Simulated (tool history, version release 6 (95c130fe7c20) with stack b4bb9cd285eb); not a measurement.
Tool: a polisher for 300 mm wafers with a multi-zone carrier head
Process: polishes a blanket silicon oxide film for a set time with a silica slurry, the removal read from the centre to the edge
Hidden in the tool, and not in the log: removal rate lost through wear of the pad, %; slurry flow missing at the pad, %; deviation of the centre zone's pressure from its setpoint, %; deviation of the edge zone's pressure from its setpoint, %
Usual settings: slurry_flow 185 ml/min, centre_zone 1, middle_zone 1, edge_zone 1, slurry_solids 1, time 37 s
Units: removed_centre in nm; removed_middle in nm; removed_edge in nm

run	hour	slurry_flow	centre_zone	middle_zone	edge_zone	slurry_solids	time	wafers since the last listed run	wafers polished on this pad	hours since the slurry nozzle was cleaned	hours since the centre zone pressure was calibrated	hours since the edge zone pressure was calibrated	hours since the carrier head's membrane was replaced	incoming thickness of the incoming film, nm	removed_centre	removed_middle	removed_edge
1	0	150	1.04	1	1	1	41	0	428	304.7	586.6	669.3	388.7	831.6	175.3	160.5	160.3
2	40.9	125	1	0.94	1.09	1	37	474	903	345.6	627.5	710.2	429.6	813.7	143.2	129.9	140.7
3	103.8	185	1	1	1	1	42	730	1633	408.5	690.4	773.1	492.5	833.3	176.9	165.2	166.8
# hour 156.6: centre zone pressure recalibrated
4	184.7	185	1.07	1	1	0.75	37	916	2550	489.4	28.1	854	573.4	832.7	133.8	117.6	117.4
# hour 211.8: edge zone pressure recalibrated
5	255.8	185	1.03	1	1	1	37	802	3352	560.5	99.2	44	644.5	837.1	156.8	144	144.1
6	328.7	185	1	1	1	0.8	37	846	4199	633.4	172.1	116.9	717.4	832.8	130.7	123.5	125.4
7	375.5	185	1	1	1	1	37	543	4742	680.2	218.9	163.7	764.2	841.1	150.3	140.7	141.7
8	419.7	185	1	1.09	0.96	1	37	513	5256	724.4	263.1	207.9	808.4	843.4	152	150.2	138.4
# hour 462.9: slurry nozzle cleaned
9	505.3	185	1	1	1	1	37	982	6238	42.4	348.7	293.5	894	837.8	148.7	140.5	139.7
10	613.2	185	1.03	1.11	1.08	1	37	1253	7491	150.3	456.6	401.4	1001.9	814.8	154.6	153.6	142.6
# hour 631.3: worn pad replaced by a new one
11	670	155	1	1	1	0.9	37	613	449	207.1	513.4	458.2	1058.7	827.8	142.8	136.4	137
# hour 686: carrier head's membrane replaced by a new one
12	756.3	185	1.08	0.94	1	1	37	944	1393	293.4	599.7	544.5	70.3	823.8	170.4	137.9	143.8
# hour 765.4: centre zone pressure recalibrated
13	794.8	185	1	1	1	1.1	43	423	1817	331.9	29.4	583	108.8	843.4	190.5	177.1	180.8
14	867.3	185	0.89	1	0.94	1	37	841	2659	404.4	101.9	655.5	181.3	829.4	136.8	141	146.1
15	957.3	185	1	1.11	1	1	37	1045	3704	494.4	191.9	745.5	271.3	834.2	155.7	155.1	141
16	998.1	230	1	1	1	1.25	30	473	4178	535.2	232.7	786.3	312.1	834.8	145.1	135.1	134.1
# hour 1209: edge zone pressure recalibrated
# hour 1212.7: slurry nozzle cleaned
17	1255.3	185	1	1	1	1	37	2952	7130	42.6	489.9	46.3	569.3	845.6	150.8	139.1	141
18	1295.4	185	1	1	1	1	37	465	7596	82.7	530	86.4	609.4	821.8	150.2	139.7	138.8
19	1332.1	185	1.1	1	1	0.8	37	426	8022	119.4	566.7	123.1	646.1	838.1	142.8	121.3	120.6
# hour 1352.7: worn pad replaced by a new one
20	1387.6	155	1	1	1	1	40	598	405	174.9	622.2	178.6	701.6	825.8	166.6	157.8	159.8
21	1443.3	185	0.93	1	1	1	37	646	1051	230.6	677.9	234.3	757.3	834.3	147.2	146.8	154.2
# hour 1484.4: centre zone pressure recalibrated
22	1529.5	185	1	1.09	1	1	37	977	2029	316.8	45.1	320.5	843.5	814.9	152.9	156.1	146.3

Forecast each of these 3 alternatives for the next run:
A	1529.9	185	1	1	1	1	37	4	2034	317.2	45.5	320.9	843.9	815.7	?	?	?
B	1529.9	185	0.88	0.91	1	1	37	4	2034	317.2	45.5	320.9	843.9	815.7	?	?	?
C	1529.9	185	1	1.05	1	1	37	4	2034	317.2	45.5	320.9	843.9	815.7	?	?	?

run	removed_centre	removed_middle	removed_edge
A	156	145.7	146.3
B	137	134.7	146.5
C	156.1	151.8	146.2
Without the tool's hidden state the same runs would have given:
run	removed_centre	removed_middle	removed_edge
A	164	153.2	153.9
B	144.1	141.6	154
C	164.1	159.7	153.8
